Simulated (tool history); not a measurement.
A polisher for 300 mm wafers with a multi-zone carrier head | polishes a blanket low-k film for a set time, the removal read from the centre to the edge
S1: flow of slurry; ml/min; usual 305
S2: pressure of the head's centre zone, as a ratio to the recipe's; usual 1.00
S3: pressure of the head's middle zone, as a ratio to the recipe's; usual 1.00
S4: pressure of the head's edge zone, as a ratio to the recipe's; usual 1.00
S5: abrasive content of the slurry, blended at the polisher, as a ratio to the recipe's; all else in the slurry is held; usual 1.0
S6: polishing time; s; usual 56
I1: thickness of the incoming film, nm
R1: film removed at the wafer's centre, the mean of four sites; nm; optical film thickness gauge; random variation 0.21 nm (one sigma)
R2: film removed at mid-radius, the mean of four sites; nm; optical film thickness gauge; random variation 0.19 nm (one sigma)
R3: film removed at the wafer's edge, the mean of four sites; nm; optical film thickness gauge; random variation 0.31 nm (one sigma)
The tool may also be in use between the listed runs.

run,hour,S1,S2,S3,S4,S5,S6,I1,R1,R2,R3
1,0.0,305,1.00,1.00,1.00,1.0,64,461.3,35.3,32.2,32.4
# hour 21.3: worn pad replaced by a new one
2,70.9,305,1.00,1.00,1.00,1.0,64,458.4,35.7,32.1,32.7
3,94.9,305,1.00,1.00,1.00,1.0,61,454.0,33.8,30.9,31.2
4,160.5,305,1.00,1.00,1.00,1.0,56,456.8,31.0,28.3,28.2
5,199.6,305,1.00,1.00,1.00,1.0,56,463.7,31.2,28.6,28.4
# hour 231.8: edge zone pressure recalibrated
6,238.3,385,1.00,1.00,1.00,1.0,56,455.4,32.0,29.2,29.5
# hour 271.1: worn pad replaced by a new one, of another model than before
7,294.0,385,1.00,1.00,1.00,1.0,56,455.6,32.2,28.8,28.7
8,325.7,385,1.00,1.00,1.00,1.0,56,457.1,32.2,29.1,28.5
9,383.9,305,1.00,1.00,1.00,1.0,46,460.9,25.7,23.3,23.3
10,417.1,305,1.00,1.00,1.00,1.0,46,457.8,25.3,23.2,23.4
11,485.5,305,1.00,1.04,1.10,1.0,56,453.5,31.1,28.7,30.0
# hour 504.0: worn pad replaced by a new one
# hour 509.9: slurry nozzle cleaned
12,530.6,305,1.00,1.00,1.00,1.0,76,465.7,42.1,38.3,37.8
13,589.0,305,1.00,1.00,0.96,1.0,61,461.5,33.8,30.6,30.3
# hour 601.7: carrier head's membrane replaced by a new one
14,654.7,385,0.91,0.92,1.00,1.1,56,460.3,31.2,28.7,30.7
15,721.9,305,1.00,1.00,1.00,1.0,56,456.3,31.4,28.6,28.9
# hour 781.9: worn pad replaced by a new one
16,785.2,305,1.00,1.00,1.00,1.0,56,460.5,31.1,28.2,27.8
# hour 798.7: centre zone pressure recalibrated
17,832.5,240,1.00,1.00,0.89,1.2,68,464.8,35.5,36.4,34.7
18,881.8,205,0.96,1.00,1.00,1.0,56,470.6,24.6,25.8,26.6
19,917.5,305,1.00,0.92,1.00,1.0,56,459.9,28.6,27.2,28.7
20,959.4,230,1.00,0.90,1.00,1.0,56,458.0,26.8,25.0,27.4
21,1018.6,305,1.05,0.90,1.00,1.0,49,464.5,26.5,22.9,25.3

Run 22 comes next. What will it give?
# hour 1050.3: worn pad replaced by a new one
22,1059.7,305,1.00,1.00,1.00,1.0,56,462.1,?,?,?

R1: 29.4 nm
R2: 28.4 nm
R3: 28.1 nm
Without the tool's hidden state the same run would have given R1 28.3 nm, R2 28.4 nm, R3 28.1 nm.

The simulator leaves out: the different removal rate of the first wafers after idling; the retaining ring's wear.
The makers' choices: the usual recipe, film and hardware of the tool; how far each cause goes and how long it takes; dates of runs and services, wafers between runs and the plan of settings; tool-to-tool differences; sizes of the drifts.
